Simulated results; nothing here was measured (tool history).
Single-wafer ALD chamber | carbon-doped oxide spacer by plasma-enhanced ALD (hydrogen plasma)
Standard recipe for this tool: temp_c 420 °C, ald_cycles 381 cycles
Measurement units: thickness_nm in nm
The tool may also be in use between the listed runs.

| run | hour | temp_c | ald_cycles | read-back reference wafer on the same gauge, thickness_nm | thickness_nm |
|---|---|---|---|---|---|
| 1 | 0 | 415 | 381 | 16.295 | 17.449 |
| 2 | 20.6 | 415 | 381 | 16.304 | 17.48 |
| 3 | 40.7 | 420 | 327 | 16.292 | 14.741 |
| 4 | 72 | 432 | 322 | 16.314 | 13.904 |
| 5 | 89 | 432 | 322 | 16.315 | 13.969 |
| 6 | 104.7 | 432 | 322 | 16.302 | 13.921 |
| 7 | 129.7 | 420 | 381 | 16.307 | 17.16 |
| 8 | 164.8 | 423 | 425 | 16.298 | 18.933 |
| 9 | 209.4 | 423 | 425 | 16.314 | 18.905 |
| 10 | 242.6 | 423 | 425 | 16.302 | 18.868 |
| 11 | 255 | 420 | 421 | 16.319 | 18.873 |
| 12 | 276.6 | 412 | 432 | 16.301 | 19.875 |
| 13 | 312.4 | 420 | 381 | 16.309 | 17.1 |
| 14 | 326.9 | 420 | 381 | 16.317 | 17.172 |
| 15 | 349.8 | 420 | 412 | 16.3 | 18.556 |
| 16 | 375.1 | 420 | 412 | 16.297 | 18.517 |
| 17 | 388.3 | 420 | 381 | 16.307 | 17.081 |
| 18 | 421.4 | 420 | 381 | 16.296 | 17.019 |
| 19 | 448.2 | 420 | 381 | 16.309 | 17.09 |
| 20 | 475.6 | 411 | 381 | 16.299 | 17.6 |
|  | 492.7 | gauge calibrated |
| 21 | 505.9 | 408 | 438 | 16.305 | 20.411 |
| 22 | 532.3 | 432 | 322 | 16.289 | 13.885 |
|  | 634.5 | thermocouple changed; heater temperature recalibrated |
| 23 | 635.7 | 415 | 381 | 16.297 | 17.577 |
| 24 | 666.9 | 411 | 345 | 16.298 | 16.141 |
| 25 | 701.8 | 413 | 316 | 16.302 | 14.703 |
| 26 | 725.8 | 428 | 443 | 16.299 | 19.637 |
| 27 | 754.4 | 407 | 381 | 16.29 | 17.98 |
| 28 | 774.3 | 428 | 359 | 16.303 | 15.928 |
| 29 | 801.2 | 420 | 381 | 16.294 | 17.258 |
| 30 | 821.1 | 434 | 335 | 16.294 | 14.478 |
| 31 | 836.8 | 411 | 456 | 16.301 | 21.301 |
| 32 | 866.8 | 420 | 381 | 16.291 | 17.34 |
| 33 | 899.5 | 420 | 381 | 16.289 | 17.221 |
| 34 | 914 | 407 | 448 | 16.293 | 21.128 |
| 35 | 939 | 433 | 342 | 16.31 | 14.898 |
| 36 | 960.3 | 410 | 354 | 16.292 | 16.601 |
| 37 | 1058.9 | 420 | 381 | 16.308 | 17.297 |
| 38 | 1087.2 | 406 | 360 | 16.303 | 17.028 |

Below, each run's measurement less what the same run would have read without the hidden state. Both values contain the same run-to-run variation, but the gauge's scatter may not be the same in both:
Hidden conditions of the tool in this case: wafer temperature above the value expected at the setpoint (K); gauge reads high (%).
| run | thickness_nm |
|---|---|
| 1 | -0.151 |
| 2 | -0.155 |
| 3 | -0.136 |
| 4 | -0.137 |
| 5 | -0.141 |
| 6 | -0.142 |
| 7 | -0.173 |
| 8 | -0.2 |
| 9 | -0.208 |
| 10 | -0.215 |
| 11 | -0.214 |
| 12 | -0.225 |
| 13 | -0.204 |
| 14 | -0.208 |
| 15 | -0.228 |
| 16 | -0.233 |
| 17 | -0.217 |
| 18 | -0.221 |
| 19 | -0.227 |
| 20 | -0.232 |
| 21 | -0.272 |
| 22 | -0.205 |
| 23 | +0.036 |
| 24 | +0.028 |
| 25 | +0.021 |
| 26 | +0.024 |
| 27 | +0.016 |
| 28 | +0.012 |
| 29 | +0.008 |
| 30 | +0.004 |
| 31 | +0.002 |
| 32 | -0.003 |
| 33 | -0.009 |
| 34 | -0.013 |
| 35 | -0.014 |
| 36 | -0.017 |
| 37 | -0.036 |
| 38 | -0.038 |
